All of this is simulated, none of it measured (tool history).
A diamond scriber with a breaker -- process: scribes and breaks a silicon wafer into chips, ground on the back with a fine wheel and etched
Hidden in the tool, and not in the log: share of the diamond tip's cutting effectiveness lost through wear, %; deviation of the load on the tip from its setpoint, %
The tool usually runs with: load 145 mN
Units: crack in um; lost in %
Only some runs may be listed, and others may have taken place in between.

| run | hour | load | wafers since the last listed run | hours since the diamond tip was replaced | hours since the load on the tip was calibrated | incoming depth of the damage left on the back of the incoming wafer, um | crack | lost |
|---|---|---|---|---|---|---|---|---|
| 1 | 0.0 | 145 | 0 | 381.0 | 947.3 | 0.32 | 12.17 | 3.56 |
| 2 | 14.5 | 145 | 26 | 395.5 | 961.8 | 0.57 | 12.18 | 4.14 |
| 3 | 28.9 | 145 | 25 | 409.9 | 976.2 | 0.77 | 12.14 | 4.24 |
| 4 | 35.9 | 145 | 12 | 416.9 | 983.2 | 0.59 | 12.08 | 4.11 |
| 5 | 66.7 | 145 | 55 | 447.7 | 1014.0 | 0.62 | 12.21 | 5.65 |
| 6 | 73.8 | 145 | 12 | 454.8 | 1021.1 | 0.53 | 11.94 | 5.28 |
| 7 | 84.9 | 165 | 19 | 465.9 | 1032.2 | 0.59 | 12.87 | 2.21 |
| 8 | 101.3 | 163 | 29 | 482.3 | 1048.6 | 0.75 | 12.70 | 2.41 |
| 9 | 115.2 | 163 | 24 | 496.2 | 1062.5 | 0.62 | 12.22 | 2.65 |
| 10 | 126.0 | 145 | 19 | 507.0 | 1073.3 | 0.72 | 11.88 | 6.80 |
| 11 | 132.3 | 145 | 11 | 513.3 | 1079.6 | 0.33 | 11.81 | 8.11 |
| 12 | 138.7 | 169 | 11 | 519.7 | 1086.0 | 0.37 | 12.50 | 2.72 |
| 13 | 153.2 | 169 | 26 | 534.2 | 1100.5 | 0.37 | 12.80 | 2.95 |
| 14 | 163.9 | 136 | 19 | 544.9 | 1111.2 | 0.37 | 11.24 | 12.15 |
| 15 | 178.8 | 136 | 26 | 559.8 | 1126.1 | 0.55 | 11.01 | 13.12 |
| 16 | 193.2 | 163 | 25 | 574.2 | 1140.5 | 0.64 | 12.03 | 5.06 |
| 17 | 208.6 | 180 | 27 | 589.6 | 1155.9 | 0.77 | 12.54 | 2.39 |
|  | 221.0 | load on the tip recalibrated |
| 18 | 221.5 | 108 | 19 | 602.5 | 0.5 | 0.67 | 9.76 | 30.42 |
| 19 | 228.9 | 102 | 13 | 609.9 | 7.9 | 0.59 | 9.42 | 36.97 |
|  | 240.0 | diamond tip replaced by a new one, of another model than before |
| 20 | 240.7 | 145 | 17 | 0.7 | 19.7 | 0.38 | 13.11 | 1.54 |
| 21 | 256.2 | 145 | 27 | 16.2 | 35.2 | 0.80 | 13.22 | 1.61 |

Predict the results of run 22:
| 22 | 267.0 | 173 | 19 | 27.0 | 46.0 | 0.63 | ? | ? |

Logged for run 22: crack 14.77 um, lost 6.08 %.
Had the tool carried no hidden state, the very same run would have given crack 14.90 um, lost 6.87 %.
